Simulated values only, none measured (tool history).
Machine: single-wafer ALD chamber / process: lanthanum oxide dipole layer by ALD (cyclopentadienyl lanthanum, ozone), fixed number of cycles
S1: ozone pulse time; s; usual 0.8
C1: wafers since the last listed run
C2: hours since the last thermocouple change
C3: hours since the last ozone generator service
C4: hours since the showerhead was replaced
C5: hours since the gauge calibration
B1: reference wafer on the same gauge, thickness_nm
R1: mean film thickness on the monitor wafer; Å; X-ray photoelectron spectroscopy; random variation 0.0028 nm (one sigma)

run	day	S1	C1	C2	C3	C4	C5	B1	R1
1	0	0.8	0	579.6	477.8	2639.1	113.8	0.544	4.44
2	0.5	0.8	175	591.6	489.8	2651.1	125.8	0.544	4.48
3	1.292	0.8	277	610.6	508.8	2670.1	144.8	0.543	4.43
4	2.612	1.06	462	642.3	540.5	2701.8	176.5	0.544	5.03
5	3.588	1.06	341	665.7	563.9	2725.2	199.9	0.544	5.05
6	4.154	0.8	198	679.3	577.5	2738.8	213.5	0.544	4.38
7	4.925	0.8	270	697.8	596	2757.3	232	0.545	4.33
8	5.588	0.72	232	713.7	611.9	2773.2	247.9	0.545	4
9	6.388	0.72	280	732.9	631.1	2792.4	267.1	0.545	3.99
10	7.183	0.8	278	752	650.2	2811.5	286.2	0.544	4.27
# day 8.025: ozone generator serviced
11	8.283	0.8	268	778.4	6.2	2837.9	312.6	0.543	4.68
12	9.492	0.8	423	807.4	35.2	2866.9	341.6	0.544	4.7
13	10.329	0.8	293	827.5	55.3	2887	361.7	0.544	4.57
14	11.683	1.11	474	860	87.8	2919.5	394.2	0.544	5.32
# day 13.562: gauge calibrated
15	15.029	0.8	1171	940.3	168.1	2999.8	35.2	0.544	4.63
16	16.204	0.53	411	968.5	196.3	3028	63.4	0.544	3.23
# day 17.004: showerhead replaced
17	17.583	0.48	366	1001.6	229.4	13.9	96.5	0.544	2.85
18	18.921	0.58	468	1033.7	261.5	46	128.6	0.544	3.56
# day 19.812: thermocouple changed; heater temperature recalibrated
19	20.25	1.05	348	10.5	293.4	77.9	160.5	0.544	5.17
20	21.233	1.07	344	34.1	317	101.5	184.1	0.544	5.22
21	22.675	0.54	504	68.7	351.6	136.1	218.7	0.544	3.21
22	23.288	0.99	214	83.4	366.3	150.8	233.4	0.545	5.08
23	24.217	0.59	325	105.7	388.6	173.1	255.7	0.544	3.5
24	25.462	0.8	436	135.6	418.5	203	285.6	0.545	4.43
25	25.967	0.91	176	147.7	430.6	215.1	297.7	0.545	4.87

Consider 3 possible next runs. They are alternatives, not a sequence: every one starts from the tool as it was left by run 25. What does each give?
A	25.983	0.8	5	148.1	431	215.5	298.1	?	?
B	25.983	0.5	5	148.1	431	215.5	298.1	?	?
C	25.983	0.63	5	148.1	431	215.5	298.1	?	?

run	B1	R1
A	0.543	4.45
B	0.543	2.86
C	0.543	3.7
Without the tool's unlogged condition, the same runs would have read:
run	R1
A	4.63
B	3.05
C	3.9

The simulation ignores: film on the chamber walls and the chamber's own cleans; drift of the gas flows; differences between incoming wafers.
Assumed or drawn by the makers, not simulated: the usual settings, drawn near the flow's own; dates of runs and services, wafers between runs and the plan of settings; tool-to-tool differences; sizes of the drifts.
